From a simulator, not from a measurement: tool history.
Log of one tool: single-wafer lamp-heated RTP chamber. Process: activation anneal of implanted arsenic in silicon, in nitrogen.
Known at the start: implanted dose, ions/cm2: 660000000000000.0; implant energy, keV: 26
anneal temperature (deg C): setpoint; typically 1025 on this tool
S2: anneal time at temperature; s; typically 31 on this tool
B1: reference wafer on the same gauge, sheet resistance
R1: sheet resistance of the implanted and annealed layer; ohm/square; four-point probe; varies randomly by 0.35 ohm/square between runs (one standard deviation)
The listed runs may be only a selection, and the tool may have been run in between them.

{"run": 1, "hour": 0.0, "anneal temperature (deg C)": 1025, "S2": 31, "B1": 129.04, "R1": 159.13}
{"run": 2, "hour": 31.1, "anneal temperature (deg C)": 1025, "S2": 31, "B1": 128.92, "R1": 158.89}
{"hour": 133.7, "done": "pyrometer window cleaned and pyrometer calibrated"}
{"run": 3, "hour": 170.1, "anneal temperature (deg C)": 1025, "S2": 31, "B1": 129.09, "R1": 159.73}
{"run": 4, "hour": 201.7, "anneal temperature (deg C)": 1025, "S2": 31, "B1": 129.05, "R1": 158.96}
{"run": 5, "hour": 242.1, "anneal temperature (deg C)": 1025, "S2": 31, "B1": 128.99, "R1": 159.78}
{"hour": 273.8, "done": "reflector plate cleaned"}
{"run": 6, "hour": 314.0, "anneal temperature (deg C)": 1025, "S2": 31, "B1": 129.03, "R1": 159.21}
{"run": 7, "hour": 347.2, "anneal temperature (deg C)": 1025, "S2": 31, "B1": 129.07, "R1": 159.28}
{"hour": 388.9, "done": "gauge calibrated"}
{"run": 8, "hour": 395.2, "anneal temperature (deg C)": 1025, "S2": 31, "B1": 128.97, "R1": 159.33}
{"run": 9, "hour": 428.3, "anneal temperature (deg C)": 1010, "S2": 41, "B1": 129.09, "R1": 159.76}
{"run": 10, "hour": 479.9, "anneal temperature (deg C)": 1025, "S2": 31, "B1": 129.02, "R1": 159.75}
{"run": 11, "hour": 548.4, "anneal temperature (deg C)": 1025, "S2": 19, "B1": 129.04, "R1": 162.13}

The next listed run, before its measurement:
{"run": 12, "hour": 606.7, "anneal temperature (deg C)": 1004, "S2": 48, "B1": "?", "R1": "?"}

{"run 12": {"B1": 128.96, "R1": 159.47}}
With the hidden condition absent and the run-to-run variation left alone, this run would have shown R1 159.47 ohm/square.
